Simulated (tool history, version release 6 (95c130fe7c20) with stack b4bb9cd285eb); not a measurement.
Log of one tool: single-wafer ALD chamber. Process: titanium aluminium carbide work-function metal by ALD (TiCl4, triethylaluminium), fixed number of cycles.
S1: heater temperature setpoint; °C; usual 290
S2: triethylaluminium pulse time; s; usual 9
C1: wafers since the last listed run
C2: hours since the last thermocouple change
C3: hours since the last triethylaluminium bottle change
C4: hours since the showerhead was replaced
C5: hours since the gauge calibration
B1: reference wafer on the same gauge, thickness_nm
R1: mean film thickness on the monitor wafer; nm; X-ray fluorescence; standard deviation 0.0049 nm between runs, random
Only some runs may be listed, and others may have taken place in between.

Run 1, hour 0: usual settings; C1 0; C2 2758.6; C3 741.7; C4 6090.4; C5 478; B1 1.78. Result: R1 1.688 nm.
Run 2, hour 14: usual settings; C1 210; C2 2772.6; C3 755.7; C4 6104.4; C5 492; B1 1.781. Result: R1 1.679 nm.
At hour 29.6: thermocouple changed; heater temperature recalibrated.
Run 3, hour 30.2: usual settings but S1 294 °C; C1 123; C2 0.6; C3 771.9; C4 6120.6; C5 508.2; B1 1.778. Result: R1 1.71 nm.
At hour 42.5: showerhead replaced.
Run 4, hour 46.7: usual settings but S1 294 °C; C1 127; C2 17.1; C3 788.4; C4 4.2; C5 524.7; B1 1.78. Result: R1 1.701 nm.
Run 5, hour 58.6: usual settings but S1 294 °C; C1 178; C2 29; C3 800.3; C4 16.1; C5 536.6; B1 1.78. Result: R1 1.702 nm.
Run 6, hour 88.2: usual settings but S1 283 °C; C1 444; C2 58.6; C3 829.9; C4 45.7; C5 566.2; B1 1.781. Result: R1 1.63 nm.
Run 7, hour 105.6: usual settings but S1 285 °C, S2 10.59 s; C1 261; C2 76; C3 847.3; C4 63.1; C5 583.6; B1 1.781. Result: R1 1.696 nm.
Run 8, hour 122.3: usual settings but S1 285 °C, S2 10.59 s; C1 250; C2 92.7; C3 864; C4 79.8; C5 600.3; B1 1.781. Result: R1 1.699 nm.
Run 9, hour 138.4: usual settings but S1 284 °C, S2 7.6 s; C1 241; C2 108.8; C3 880.1; C4 95.9; C5 616.4; B1 1.781. Result: R1 1.527 nm.
Run 10, hour 147.9: usual settings but S1 284 °C, S2 7.6 s; C1 142; C2 118.3; C3 889.6; C4 105.4; C5 625.9; B1 1.781. Result: R1 1.531 nm.
Run 11, hour 163.2: usual settings but S2 5.73 s; C1 229; C2 133.6; C3 904.9; C4 120.7; C5 641.2; B1 1.781. Result: R1 1.335 nm.
Run 12, hour 179.6: usual settings but S1 294 °C, S2 6.24 s; C1 246; C2 150; C3 921.3; C4 137.1; C5 657.6; B1 1.78. Result: R1 1.436 nm.
Run 13, hour 192: usual settings but S1 294 °C; C1 186; C2 162.4; C3 933.7; C4 149.5; C5 670; B1 1.779. Result: R1 1.677 nm.
At hour 197.8: gauge calibrated.
Run 14, hour 209.1: usual settings but S2 10.75 s; C1 256; C2 179.5; C3 950.8; C4 166.6; C5 11.3; B1 1.782. Result: R1 1.714 nm.
Run 15, hour 226.1: usual settings but S1 285 °C, S2 6.45 s; C1 255; C2 196.5; C3 967.8; C4 183.6; C5 28.3; B1 1.78. Result: R1 1.396 nm.
Run 16, hour 240.6: usual settings but S1 294 °C; C1 217; C2 211; C3 982.3; C4 198.1; C5 42.8; B1 1.781. Result: R1 1.664 nm.
At hour 250.9: triethylaluminium bottle replaced.
Run 17, hour 252.5: usual settings but S1 296 °C, S2 7.88 s; C1 58; C2 222.9; C3 1.6; C4 210; C5 54.7; B1 1.78. Result: R1 1.701 nm.
Run 18, hour 259.9: usual settings but S1 282 °C, S2 7.05 s; C1 111; C2 230.3; C3 9; C4 217.4; C5 62.1; B1 1.778. Result: R1 1.557 nm.
Run 19, hour 270.3: usual settings; C1 156; C2 240.7; C3 19.4; C4 227.8; C5 72.5; B1 1.779. Result: R1 1.72 nm.
Run 20, hour 282.1: usual settings but S1 279 °C; C1 177; C2 252.5; C3 31.2; C4 239.6; C5 84.3; B1 1.78. Result: R1 1.637 nm.
Run 21, hour 295.6: usual settings; C1 202; C2 266; C3 44.7; C4 253.1; C5 97.8; B1 1.78. Result: R1 1.721 nm.
Run 22, hour 311.7: usual settings; C1 241; C2 282.1; C3 60.8; C4 269.2; C5 113.9; B1 1.78. Result: R1 1.707 nm.
Run 23, hour 322.8: usual settings but S1 278 °C, S2 7.33 s; C1 166; C2 293.2; C3 71.9; C4 280.3; C5 125; B1 1.78. Result: R1 1.548 nm.
Run 24, hour 329.6: usual settings but S1 275 °C; C1 102; C2 300; C3 78.7; C4 287.1; C5 131.8; B1 1.781. Result: R1 1.623 nm.
Run 25, hour 340.3: usual settings but S1 297 °C, S2 9.98 s; C1 160; C2 310.7; C3 89.4; C4 297.8; C5 142.5; B1 1.779. Result: R1 1.799 nm.
Run 26, hour 352.9: usual settings but S2 10.71 s; C1 189; C2 323.3; C3 102; C4 310.4; C5 155.1; B1 1.781. Result: R1 1.755 nm.
Run 27, hour 369.3: usual settings; C1 246; C2 339.7; C3 118.4; C4 326.8; C5 171.5; B1 1.782. Result: R1 1.72 nm.
Run 28, hour 378.2: usual settings but S1 282 °C; C1 133; C2 348.6; C3 127.3; C4 335.7; C5 180.4; B1 1.78. Result: R1 1.663 nm.
Run 29, hour 389.2: usual settings but S1 280 °C, S2 5.76 s; C1 165; C2 359.6; C3 138.3; C4 346.7; C5 191.4; B1 1.78. Result: R1 1.398 nm.
Run 30, hour 404.2: usual settings; C1 225; C2 374.6; C3 153.3; C4 361.7; C5 206.4; B1 1.778. Result: R1 1.717 nm.
Run 31, hour 415.5: usual settings but S1 284 °C, S2 7.6 s; C1 169; C2 385.9; C3 164.6; C4 373; C5 217.7; B1 1.779. Result: R1 1.606 nm.
Run 32, hour 432.7: usual settings but S1 275 °C, S2 11.59 s; C1 258; C2 403.1; C3 181.8; C4 390.2; C5 234.9; B1 1.78. Result: R1 1.678 nm.

Branching from run 32: 5 alternative next runs. What would each branch give?
Run A, hour 433.1: usual settings; C1 6; C2 403.5; C3 182.2; C4 390.6; C5 235.3; B1 ?. Result: R1 ?.
Run B, hour 433.1: usual settings but S1 304 °C, S2 6.86 s; C1 6; C2 403.5; C3 182.2; C4 390.6; C5 235.3; B1 ?. Result: R1 ?.
Run C, hour 433.1: usual settings but S2 5.7 s; C1 6; C2 403.5; C3 182.2; C4 390.6; C5 235.3; B1 ?. Result: R1 ?.
Run D, hour 433.1: usual settings but S1 282 °C, S2 11.81 s; C1 6; C2 403.5; C3 182.2; C4 390.6; C5 235.3; B1 ?. Result: R1 ?.
Run E, hour 433.1: usual settings but S1 276 °C, S2 7.03 s; C1 6; C2 403.5; C3 182.2; C4 390.6; C5 235.3; B1 ?. Result: R1 ?.

run     B1     R1
  A  1.782  1.711
  B  1.782  1.668
  C  1.782  1.438
  D  1.782  1.715
  E  1.782  1.507
The same runs, with their run-to-run variation unchanged, on a tool lacking any hidden condition would have given:
run     R1
  A  1.716
  B  1.677
  C  1.449
  D  1.717
  E  1.515
